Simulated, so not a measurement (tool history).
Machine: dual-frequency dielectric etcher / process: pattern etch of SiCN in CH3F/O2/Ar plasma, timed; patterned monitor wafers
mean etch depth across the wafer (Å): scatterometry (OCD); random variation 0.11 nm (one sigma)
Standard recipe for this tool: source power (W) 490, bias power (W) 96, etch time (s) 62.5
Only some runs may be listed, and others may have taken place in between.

run    hour  source power (W)  bias power (W)  etch time (s)  read-back reference wafer on the same gauge, depth_nm  mean etch depth across the wafer (Å)
  1       0               490              96           62.5                                                  29.76                                 297.8
  2    50.7               440              96             72                                                   29.8                                 333.2
  3   117.4               490              96           62.5                                                   29.8                                 300.5
        168  -- wet clean of the chamber
  4   428.4               490              96           62.5                                                  29.75                                 293.5
  5   529.5               490              96           62.5                                                  29.78                                 296.6
  6   593.8               490             109           62.5                                                  29.79                                 315.2
  7     632               490             109           62.5                                                  29.77                                 314.4
      736.4  -- wet clean of the chamber
  8   736.9               490             109           62.5                                                  29.81                                 304.7
      806.8  -- bias power generator calibrated
  9   823.2               490             110           77.5                                                   29.8                                 389.4
 10   890.7               490             110           77.5                                                  29.77                                 391.4
 11   973.9               490             110           77.5                                                  29.79                                 394.8
 12  1072.8               490              96           62.5                                                  29.84                                 304.2
 13  1180.2               490              96           62.5                                                   29.8                                   305
     1294.7  -- wet clean of the chamber
 14  1295.2               490              96           62.5                                                  29.78                                 293.1
     1346.3  -- upper electrode replaced
 15  1363.9               420              86           62.5                                                  29.79                                 269.8
 16  1426.3               380              80             72                                                  29.83                                 293.6
     1436.5  -- gauge calibrated
 17  1491.9               570              96             79                                                  29.84                                 396.4
 18  1561.4               540              96             74                                                  29.81                                 365.6
 19  1613.2               530              96             53                                                  29.79                                 262.6
       1623  -- source power generator calibrated
     1776.3  -- wet clean of the chamber
 20    1842               560              73           53.5                                                  29.83                                 237.1
 21    1891               570             105             74                                                  29.79                                 383.3
 22  1992.3               570              81           62.5                                                  29.79                                 293.5
 23  2029.7               490             105           69.5                                                  29.75                                 344.2
 24  2085.9               490              96           69.5                                                  29.83                                 335.2
 25  2139.1               490              96           62.5                                                  29.81                                 301.8
 26    2224               490              96           62.5                                                  29.79                                 305.6
     2323.6  -- wet clean of the chamber
 27  2330.8               570              81           70.5                                                  29.79                                 324.2
 28  2400.8               490             105           69.5                                                  29.82                                 339.7
 29  2452.2               490              96           55.5                                                  29.82                                   263
 30  2543.6               560              78           70.5                                                  29.78                                 321.7

Measured less the same run without the tool's hidden state. The same run-to-run variation is in both; the gauge's scatter may not be:
Hidden conditions of the tool in this case: etch rate over this chamber's usual, %; source power that arrives over what is set, %; bias power that arrives over what is set, %; gauge reads high (%).
run  mean etch depth across the wafer (Å)
  1                                  +4.5
  2                                  +6.5
  3                                  +7.6
  4                                  -0.9
  5                                  +1.7
  6                                  +3.5
  7                                  +4.5
  8                                    -6
  9                                  +3.8
 10                                  +6.2
 11                                  +9.2
 12                                  +9.7
 13                                 +12.5
 14                                  -0.9
 15                                  +0.8
 16                                  +2.6
 17                                  +5.9
 18                                  +7.6
 19                                  +6.6
 20                                  +1.2
 21                                  +3.4
 22                                  +5.4
 23                                  +7.3
 24                                  +8.7
 25                                  +9.3
 26                                 +11.7
 27                                  -1.3
 28                                  +0.7
 29                                  +1.8
 30                                    +5
